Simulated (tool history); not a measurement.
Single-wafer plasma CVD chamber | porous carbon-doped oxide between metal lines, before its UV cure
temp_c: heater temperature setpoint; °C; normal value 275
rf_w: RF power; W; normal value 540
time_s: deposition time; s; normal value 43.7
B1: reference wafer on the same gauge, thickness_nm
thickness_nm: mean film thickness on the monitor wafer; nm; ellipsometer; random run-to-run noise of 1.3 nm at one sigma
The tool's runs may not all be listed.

run 1 hour=0 | temp_c=275 rf_w=540 time_s=43.7 | B1=251.006 | thickness_nm=300.853
run 2 hour=39.8 | temp_c=271 rf_w=540 time_s=37.1 | B1=250.562 | thickness_nm=265.089
-- hour=71 RF generator calibrated
run 3 hour=97.4 | temp_c=287 rf_w=540 time_s=43.7 | B1=250.848 | thickness_nm=274.537
-- hour=147.2 thermocouple changed; heater temperature recalibrated
run 4 hour=162.8 | temp_c=275 rf_w=540 time_s=43.7 | B1=251.162 | thickness_nm=301.29
run 5 hour=212 | temp_c=275 rf_w=625 time_s=43.7 | B1=251.143 | thickness_nm=338.903
run 6 hour=251.5 | temp_c=275 rf_w=625 time_s=43.7 | B1=250.721 | thickness_nm=339.803
-- hour=256.2 gauge calibrated
run 7 hour=280.8 | temp_c=275 rf_w=540 time_s=43.7 | B1=250.957 | thickness_nm=299.67
run 8 hour=317.1 | temp_c=275 rf_w=540 time_s=43.7 | B1=251.222 | thickness_nm=299.451
run 9 hour=373.9 | temp_c=275 rf_w=540 time_s=43.7 | B1=251.332 | thickness_nm=300.578
run 10 hour=438 | temp_c=275 rf_w=570 time_s=43.7 | B1=250.999 | thickness_nm=312.876
run 11 hour=508.7 | temp_c=275 rf_w=570 time_s=43.7 | B1=251.017 | thickness_nm=314.545
run 12 hour=558.7 | temp_c=260 rf_w=445 time_s=50.6 | B1=251.13 | thickness_nm=323.711
run 13 hour=606.3 | temp_c=288 rf_w=620 time_s=35.3 | B1=251.55 | thickness_nm=249.242
run 14 hour=675.5 | temp_c=288 rf_w=570 time_s=43.7 | B1=251.151 | thickness_nm=286.335
run 15 hour=702.8 | temp_c=275 rf_w=540 time_s=43.7 | B1=251.057 | thickness_nm=300.192
run 16 hour=766 | temp_c=279 rf_w=500 time_s=43.7 | B1=251.087 | thickness_nm=270.547
run 17 hour=792.4 | temp_c=279 rf_w=495 time_s=46.9 | B1=251.364 | thickness_nm=290.839
run 18 hour=824.6 | temp_c=289 rf_w=640 time_s=50.5 | B1=251.147 | thickness_nm=362.284
run 19 hour=851.6 | temp_c=275 rf_w=585 time_s=43.7 | B1=251.123 | thickness_nm=319.852
run 20 hour=905.6 | temp_c=289 rf_w=570 time_s=47.6 | B1=250.674 | thickness_nm=310.343
-- hour=1009.3 thermocouple changed; heater temperature recalibrated
run 21 hour=1009.8 | temp_c=275 rf_w=645 time_s=43.7 | B1=251.181 | thickness_nm=351.377
-- hour=1041.7 RF generator calibrated
-- hour=1042.5 showerhead replaced
run 22 hour=1043 | temp_c=275 rf_w=540 time_s=43.7 | B1=250.933 | thickness_nm=302.511
run 23 hour=1096.2 | temp_c=270 rf_w=460 time_s=39.3 | B1=250.975 | thickness_nm=243.429
run 24 hour=1139.4 | temp_c=287 rf_w=485 time_s=43.7 | B1=251.257 | thickness_nm=251.19
run 25 hour=1197.4 | temp_c=275 rf_w=540 time_s=37.3 | B1=250.475 | thickness_nm=257.045
run 26 hour=1255 | temp_c=286 rf_w=540 time_s=43.7 | B1=250.981 | thickness_nm=278.063
run 27 hour=1359.5 | temp_c=275 rf_w=495 time_s=43.7 | B1=250.926 | thickness_nm=279.339
run 28 hour=1412.2 | temp_c=267 rf_w=470 time_s=41.3 | B1=250.722 | thickness_nm=267.462
run 29 hour=1452.4 | temp_c=275 rf_w=640 time_s=43.7 | B1=250.876 | thickness_nm=346.933
run 30 hour=1487.5 | temp_c=275 rf_w=540 time_s=43.7 | B1=250.781 | thickness_nm=298.644
run 31 hour=1517.9 | temp_c=275 rf_w=540 time_s=43.7 | B1=250.751 | thickness_nm=298.584
run 32 hour=1581.7 | temp_c=275 rf_w=455 time_s=49.3 | B1=250.546 | thickness_nm=287.105
run 33 hour=1614.6 | temp_c=275 rf_w=625 time_s=48 | B1=251.035 | thickness_nm=371.984

What if the next run were any one of these 5? Each begins from the tool's condition after run 33:
run A hour=1615 | temp_c=275 rf_w=475 time_s=43.7 | B1=? | thickness_nm=?
run B hour=1615 | temp_c=281 rf_w=495 time_s=43.7 | B1=? | thickness_nm=?
run C hour=1615 | temp_c=268 rf_w=540 time_s=38.8 | B1=? | thickness_nm=?
run D hour=1615 | temp_c=280 rf_w=645 time_s=43.7 | B1=? | thickness_nm=?
run E hour=1615 | temp_c=288 rf_w=625 time_s=37.4 | B1=? | thickness_nm=?

run=A B1=251.03 thickness_nm=267.105
run=B B1=251.03 thickness_nm=265.603
run=C B1=251.03 thickness_nm=281.499
run=D B1=251.03 thickness_nm=335.491
run=E B1=251.03 thickness_nm=265.524
Stripped of hidden state, with their random variation kept, the same runs would have yielded:
run=A thickness_nm=267.105
run=B thickness_nm=265.603
run=C thickness_nm=281.499
run=D thickness_nm=335.491
run=E thickness_nm=265.524
